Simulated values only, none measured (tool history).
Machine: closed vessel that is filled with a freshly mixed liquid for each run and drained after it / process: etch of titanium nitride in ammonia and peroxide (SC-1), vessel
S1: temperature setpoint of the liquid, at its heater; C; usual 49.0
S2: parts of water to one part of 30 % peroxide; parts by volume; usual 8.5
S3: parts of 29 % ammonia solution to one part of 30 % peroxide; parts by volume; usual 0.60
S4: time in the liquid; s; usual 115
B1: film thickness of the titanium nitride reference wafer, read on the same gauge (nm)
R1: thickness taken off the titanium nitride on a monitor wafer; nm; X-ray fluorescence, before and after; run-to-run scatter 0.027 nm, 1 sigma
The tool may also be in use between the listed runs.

| run | hour | S1 | S2 | S3 | S4 | B1 | R1 |
|---|---|---|---|---|---|---|---|
| 1 | 0.0 | 49.0 | 8.5 | 0.60 | 115 | 110.01 | 6.44 |
|  | 43.3 | ammonia flow meter replaced |
| 2 | 65.9 | 43.0 | 8.5 | 0.60 | 115 | 109.98 | 4.14 |
| 3 | 166.2 | 43.0 | 8.5 | 0.60 | 115 | 110.00 | 4.11 |
| 4 | 236.0 | 49.0 | 8.5 | 0.60 | 115 | 110.01 | 6.33 |
|  | 299.9 | gauge calibrated |
| 5 | 336.3 | 49.0 | 8.5 | 0.60 | 115 | 110.01 | 6.41 |
|  | 419.5 | new drum of ammonia solution connected |
| 6 | 429.7 | 49.0 | 8.5 | 0.60 | 70 | 109.99 | 3.89 |
| 7 | 531.2 | 49.0 | 8.5 | 0.60 | 70 | 109.99 | 3.93 |
|  | 586.7 | thermometer replaced |
| 8 | 599.1 | 49.0 | 8.5 | 0.60 | 70 | 109.99 | 3.93 |
| 9 | 650.2 | 49.0 | 8.5 | 0.60 | 115 | 109.99 | 6.45 |
| 10 | 712.6 | 40.0 | 11.0 | 0.60 | 70 | 110.00 | 1.78 |
|  | 729.7 | ammonia flow meter replaced |
| 11 | 757.3 | 49.0 | 8.5 | 0.40 | 115 | 110.01 | 5.90 |
| 12 | 856.4 | 46.0 | 8.5 | 0.75 | 115 | 110.01 | 5.29 |
| 13 | 939.9 | 49.0 | 8.5 | 0.60 | 160 | 110.01 | 8.81 |
|  | 1015.2 | new drum of ammonia solution connected |
| 14 | 1034.8 | 57.0 | 8.5 | 0.60 | 135 | 110.02 | 12.94 |
| 15 | 1114.7 | 52.5 | 8.5 | 0.60 | 55 | 110.00 | 3.89 |
| 16 | 1158.0 | 49.0 | 8.5 | 0.70 | 115 | 110.00 | 6.65 |
| 17 | 1196.2 | 49.0 | 8.5 | 0.60 | 115 | 110.00 | 6.46 |
| 18 | 1262.8 | 39.5 | 7.0 | 0.50 | 60 | 110.00 | 1.81 |
| 19 | 1348.9 | 49.0 | 8.5 | 0.60 | 115 | 110.00 | 6.41 |
|  | 1398.7 | ammonia flow meter replaced |
| 20 | 1409.2 | 49.0 | 8.5 | 0.60 | 115 | 110.00 | 6.27 |
| 21 | 1457.3 | 41.5 | 8.5 | 0.60 | 115 | 110.00 | 3.67 |
| 22 | 1539.2 | 42.0 | 6.0 | 0.35 | 115 | 109.98 | 4.11 |
|  | 1650.1 | new drum of ammonia solution connected |
| 23 | 1752.8 | 42.5 | 10.0 | 0.85 | 95 | 110.00 | 3.24 |
| 24 | 1799.4 | 41.0 | 8.5 | 0.35 | 115 | 110.01 | 3.29 |
| 25 | 1854.0 | 49.0 | 8.5 | 0.60 | 115 | 110.01 | 6.46 |
| 26 | 1932.0 | 49.0 | 8.5 | 0.60 | 115 | 109.99 | 6.44 |
| 27 | 1970.4 | 46.5 | 8.5 | 0.80 | 115 | 109.99 | 5.63 |
| 28 | 2021.4 | 45.0 | 5.0 | 0.40 | 65 | 110.00 | 3.31 |

Hidden state or all else? Some run-to-run changes of R1, split into what the settings, what came in and random variation would give without the hidden state, and what is left for the hidden state (with any gauge scatter that isn't in both results):
The tool's hidden condition here consists of: liquid colder than its thermometer reads (K); ammonia flow above the setpoint (%); ammonia solution weaker than its label (%); gauge reads high (%).
Run 9 -> 10: S1 49.0 -> 40.0, S2 8.5 -> 11.0, S4 115 -> 70. R1 -4.67 nm: hidden state -0.05, all else -4.62.
Run 13 -> 14: S1 49.0 -> 57.0, S4 160 -> 135, new drum of ammonia solution connected. R1 +4.13 nm: hidden state +0.20, all else +3.93.
Run 14 -> 15: S1 57.0 -> 52.5, S4 135 -> 55. R1 -9.05 nm: hidden state -0.07, all else -8.98.
Run 19 -> 20: ammonia flow meter replaced. R1 -0.14 nm: hidden state -0.12, all else -0.02.

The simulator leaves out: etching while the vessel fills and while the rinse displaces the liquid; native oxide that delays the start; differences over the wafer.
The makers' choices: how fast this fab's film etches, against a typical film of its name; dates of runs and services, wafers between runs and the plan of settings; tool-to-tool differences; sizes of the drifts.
